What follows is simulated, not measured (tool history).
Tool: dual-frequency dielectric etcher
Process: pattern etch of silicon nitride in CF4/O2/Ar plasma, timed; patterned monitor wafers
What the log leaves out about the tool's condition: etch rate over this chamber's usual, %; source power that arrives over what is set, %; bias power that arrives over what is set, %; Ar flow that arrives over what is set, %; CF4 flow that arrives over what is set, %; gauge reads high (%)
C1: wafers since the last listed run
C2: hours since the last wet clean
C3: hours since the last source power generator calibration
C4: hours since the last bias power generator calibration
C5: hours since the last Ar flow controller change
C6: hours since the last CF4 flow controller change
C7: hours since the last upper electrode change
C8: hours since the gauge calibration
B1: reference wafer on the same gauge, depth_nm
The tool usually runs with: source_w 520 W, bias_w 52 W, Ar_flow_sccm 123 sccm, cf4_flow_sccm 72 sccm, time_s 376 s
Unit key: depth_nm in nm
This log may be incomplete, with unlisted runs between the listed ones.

run 1 day=0 | source_w=520 bias_w=52 Ar_flow_sccm=123 cf4_flow_sccm=72 time_s=326.5 | C1=0 C2=488.2 C3=3428.1 C4=2333.7 C5=2733.3 C6=1206.6 C7=2869.7 C8=2496.8 | B1=703.9 | depth_nm=583.9
run 2 day=4.488 | source_w=520 bias_w=52 Ar_flow_sccm=123 cf4_flow_sccm=72 time_s=376 | C1=461 C2=595.9 C3=3535.8 C4=2441.4 C5=2841 C6=1314.3 C7=2977.4 C8=2604.5 | B1=703.6 | depth_nm=675.1
run 3 day=6.604 | source_w=520 bias_w=52 Ar_flow_sccm=123 cf4_flow_sccm=72 time_s=376 | C1=217 C2=646.7 C3=3586.6 C4=2492.2 C5=2891.8 C6=1365.1 C7=3028.2 C8=2655.3 | B1=705.1 | depth_nm=676.5
-- day=8.446 wet clean of the chamber
run 4 day=9.492 | source_w=520 bias_w=52 Ar_flow_sccm=123 cf4_flow_sccm=72 time_s=376 | C1=194 C2=25.1 C3=3655.9 C4=2561.5 C5=2961.1 C6=1434.4 C7=3097.5 C8=2724.6 | B1=702.9 | depth_nm=656.8
-- day=11.396 gauge calibrated
run 5 day=11.475 | source_w=520 bias_w=52 Ar_flow_sccm=123 cf4_flow_sccm=72 time_s=376 | C1=203 C2=72.7 C3=3703.5 C4=2609.1 C5=3008.7 C6=1482 C7=3145.1 C8=1.9 | B1=705.3 | depth_nm=659.2
run 6 day=14.304 | source_w=520 bias_w=52 Ar_flow_sccm=123 cf4_flow_sccm=72 time_s=376 | C1=290 C2=140.6 C3=3771.4 C4=2677 C5=3076.6 C6=1549.9 C7=3213 C8=69.8 | B1=704.4 | depth_nm=661.2
run 7 day=17.112 | source_w=520 bias_w=64 Ar_flow_sccm=131 cf4_flow_sccm=72 time_s=376 | C1=288 C2=208 C3=3838.8 C4=2744.4 C5=3144 C6=1617.3 C7=3280.4 C8=137.2 | B1=703.3 | depth_nm=724
run 8 day=19.742 | source_w=520 bias_w=52 Ar_flow_sccm=123 cf4_flow_sccm=72 time_s=376 | C1=270 C2=271.1 C3=3901.9 C4=2807.5 C5=3207.1 C6=1680.4 C7=3343.5 C8=200.3 | B1=703.8 | depth_nm=667.8
run 9 day=21.975 | source_w=520 bias_w=52 Ar_flow_sccm=111 cf4_flow_sccm=72 time_s=271 | C1=229 C2=324.7 C3=3955.5 C4=2861.1 C5=3260.7 C6=1734 C7=3397.1 C8=253.9 | B1=704.6 | depth_nm=482.6
run 10 day=28.192 | source_w=550 bias_w=52 Ar_flow_sccm=99 cf4_flow_sccm=72 time_s=376 | C1=639 C2=473.9 C3=4104.7 C4=3010.3 C5=3409.9 C6=1883.2 C7=3546.3 C8=403.1 | B1=704.1 | depth_nm=705.2
-- day=30.438 upper electrode replaced
run 11 day=31.5 | source_w=520 bias_w=52 Ar_flow_sccm=123 cf4_flow_sccm=72 time_s=376 | C1=237 C2=553.3 C3=4184.1 C4=3089.7 C5=3489.3 C6=1962.6 C7=25.5 C8=482.5 | B1=703.3 | depth_nm=675.2
-- day=34.571 source power generator calibrated
-- day=34.625 bias power generator calibrated
run 12 day=34.821 | source_w=520 bias_w=52 Ar_flow_sccm=123 cf4_flow_sccm=72 time_s=376 | C1=318 C2=633 C3=6 C4=4.7 C5=3569 C6=2042.3 C7=105.2 C8=562.2 | B1=705.4 | depth_nm=671.5
-- day=36.792 Ar flow controller replaced
-- day=36.9 wet clean of the chamber
run 13 day=38.396 | source_w=520 bias_w=52 Ar_flow_sccm=123 cf4_flow_sccm=72 time_s=376 | C1=330 C2=35.9 C3=91.8 C4=90.5 C5=38.5 C6=2128.1 C7=191 C8=648 | B1=704.5 | depth_nm=663.7
run 14 day=40.396 | source_w=520 bias_w=52 Ar_flow_sccm=123 cf4_flow_sccm=72 time_s=376 | C1=205 C2=83.9 C3=139.8 C4=138.5 C5=86.5 C6=2176.1 C7=239 C8=696 | B1=703.2 | depth_nm=659.3
run 15 day=42.733 | source_w=570 bias_w=64 Ar_flow_sccm=123 cf4_flow_sccm=72 time_s=376 | C1=240 C2=140 C3=195.9 C4=194.6 C5=142.6 C6=2232.2 C7=295.1 C8=752.1 | B1=704.2 | depth_nm=770.9
-- day=48.1 CF4 flow controller replaced
run 16 day=54.421 | source_w=560 bias_w=52 Ar_flow_sccm=123 cf4_flow_sccm=72 time_s=346.5 | C1=1175 C2=420.5 C3=476.4 C4=475.1 C5=423.1 C6=151.7 C7=575.6 C8=1032.6 | B1=703.8 | depth_nm=647.4
run 17 day=58.854 | source_w=590 bias_w=52 Ar_flow_sccm=95 cf4_flow_sccm=55 time_s=376 | C1=455 C2=526.9 C3=582.8 C4=581.5 C5=529.5 C6=258.1 C7=682 C8=1139 | B1=703.8 | depth_nm=714.2
run 18 day=60.421 | source_w=520 bias_w=52 Ar_flow_sccm=104 cf4_flow_sccm=72 time_s=376 | C1=161 C2=564.5 C3=620.4 C4=619.1 C5=567.1 C6=295.7 C7=719.6 C8=1176.6 | B1=704.3 | depth_nm=686.4
run 19 day=62.483 | source_w=450 bias_w=52 Ar_flow_sccm=123 cf4_flow_sccm=57 time_s=376 | C1=212 C2=614 C3=669.9 C4=668.6 C5=616.6 C6=345.2 C7=769.1 C8=1226.1 | B1=704.2 | depth_nm=594.5
-- day=64.196 wet clean of the chamber
run 20 day=66.512 | source_w=520 bias_w=52 Ar_flow_sccm=104 cf4_flow_sccm=72 time_s=376 | C1=311 C2=55.6 C3=766.6 C4=765.3 C5=713.3 C6=441.9 C7=865.8 C8=1322.8 | B1=704.1 | depth_nm=677.2
run 21 day=70.675 | source_w=520 bias_w=52 Ar_flow_sccm=104 cf4_flow_sccm=72 time_s=409.5 | C1=427 C2=155.5 C3=866.5 C4=865.2 C5=813.2 C6=541.8 C7=965.7 C8=1422.7 | B1=703.4 | depth_nm=733.4
run 22 day=74.5 | source_w=560 bias_w=56 Ar_flow_sccm=133 cf4_flow_sccm=61 time_s=376 | C1=393 C2=247.3 C3=958.3 C4=957 C5=905 C6=633.6 C7=1057.5 C8=1514.5 | B1=704.5 | depth_nm=697.1

What if the next run were any one of these 3? Each begins from the tool's condition after run 22:
run A day=74.521 | source_w=440 bias_w=52 Ar_flow_sccm=123 cf4_flow_sccm=72 time_s=376 | C1=2 C2=247.8 C3=958.8 C4=957.5 C5=905.5 C6=634.1 C7=1058 C8=1515 | B1=? | depth_nm=?
run B day=74.521 | source_w=520 bias_w=52 Ar_flow_sccm=143 cf4_flow_sccm=72 time_s=266.5 | C1=2 C2=247.8 C3=958.8 C4=957.5 C5=905.5 C6=634.1 C7=1058 C8=1515 | B1=? | depth_nm=?
run C day=74.521 | source_w=460 bias_w=64 Ar_flow_sccm=123 cf4_flow_sccm=86 time_s=407.5 | C1=2 C2=247.8 C3=958.8 C4=957.5 C5=905.5 C6=634.1 C7=1058 C8=1515 | B1=? | depth_nm=?

run=A B1=704.2 depth_nm=604.5
run=B B1=704.2 depth_nm=466.1
run=C B1=704.2 depth_nm=756.8
Take away the tool's hidden state, keep each run's random variation, and the runs would have read:
run=A depth_nm=597.8
run=B depth_nm=460.9
run=C depth_nm=748.4
